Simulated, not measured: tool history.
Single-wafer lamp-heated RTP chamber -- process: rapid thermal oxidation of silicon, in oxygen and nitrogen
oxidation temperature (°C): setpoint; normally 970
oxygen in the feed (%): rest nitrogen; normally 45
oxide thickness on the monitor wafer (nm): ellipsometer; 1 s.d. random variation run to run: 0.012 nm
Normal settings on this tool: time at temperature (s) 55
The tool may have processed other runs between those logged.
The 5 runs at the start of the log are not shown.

run   hour  oxidation temperature (°C)  time at temperature (s)  oxygen in the feed (%)  wafers since the last listed run  wafers since the last pyrometer calibration  hours since the oxygen flow controller was replaced  hours since the gauge calibration  read-back reference wafer on the same gauge, thickness  oxide thickness on the monitor wafer (nm)
  6   57.9                         992                       55                      45                                65                                         7009                                               1893.3                               50.4                                                   3.201                                      4.293
  7   71.5                         970                       48                      45                               130                                         7140                                               1906.9                               64.0                                                   3.205                                      3.545
  8   89.1                         970                       39                      45                               168                                         7308                                               1924.5                               81.6                                                   3.203                                      3.288
  9  115.4                         970                       39                      45                               251                                         7560                                               1950.8                              107.9                                                   3.201                                      3.311
 10  125.3                         970                       39                      45                                94                                         7654                                               1960.7                              117.8                                                   3.202                                      3.307
 11  138.8                         970                       66                      45                               129                                         7784                                               1974.2                              131.3                                                   3.201                                      4.041
 12  145.0                         970                       66                      45                                59                                         7843                                               1980.4                              137.5                                                   3.201                                      4.021
     154.7  -- oxygen flow controller replaced
 13  192.7                         970                       66                      45                               379                                         8223                                                 38.0                              185.2                                                   3.200                                      4.027
 14  199.8                         970                       55                      45                                67                                         8291                                                 45.1                              192.3                                                   3.200                                      3.742
     215.8  -- pyrometer window cleaned and pyrometer calibrated
 15  216.3                         963                       55                      45                                81                                            5                                                 61.6                              208.8                                                   3.198                                      3.460
 16  223.8                         970                       55                      45                                71                                           76                                                 69.1                              216.3                                                   3.201                                      3.613
 17  240.2                         970                       55                      45                               156                                          233                                                 85.5                              232.7                                                   3.201                                      3.612
 18  247.8                         948                       55                      73                                72                                          306                                                 93.1                              240.3                                                   3.199                                      3.618
 19  263.4                         970                       55                      65                               149                                          455                                                108.7                              255.9                                                   3.201                                      4.008
 20  274.2                         981                       76                      32                               103                                          559                                                119.5                              266.7                                                   3.197                                      3.988
 21  290.0                         945                       39                      36                               151                                          710                                                135.3                              282.5                                                   3.198                                      2.744
     304.6  -- gauge calibrated
 22  307.4                         970                       55                      45                               166                                          877                                                152.7                                2.8                                                   3.204                                      3.612
 23  324.0                         990                       55                      45                               158                                         1035                                                169.3                               19.4                                                   3.200                                      4.083
 24  336.1                         955                       33                      17                               115                                         1151                                                181.4                               31.5                                                   3.200                                      2.459
 25  352.3                         989                       65                      21                               155                                         1306                                                197.6                               47.7                                                   3.201                                      3.504

Estimate the outcome of run 26 from the log above:
 26  361.6                         970                       55                      24                                89                                         1395                                                206.9                               57.0                                                       ?                                          ?

Run 26 yielded read-back reference wafer on the same gauge, thickness 3.201, oxide thickness on the monitor wafer (nm) 3.107.
Without the tool's hidden state the same run would have given oxide thickness on the monitor wafer (nm) 3.093.
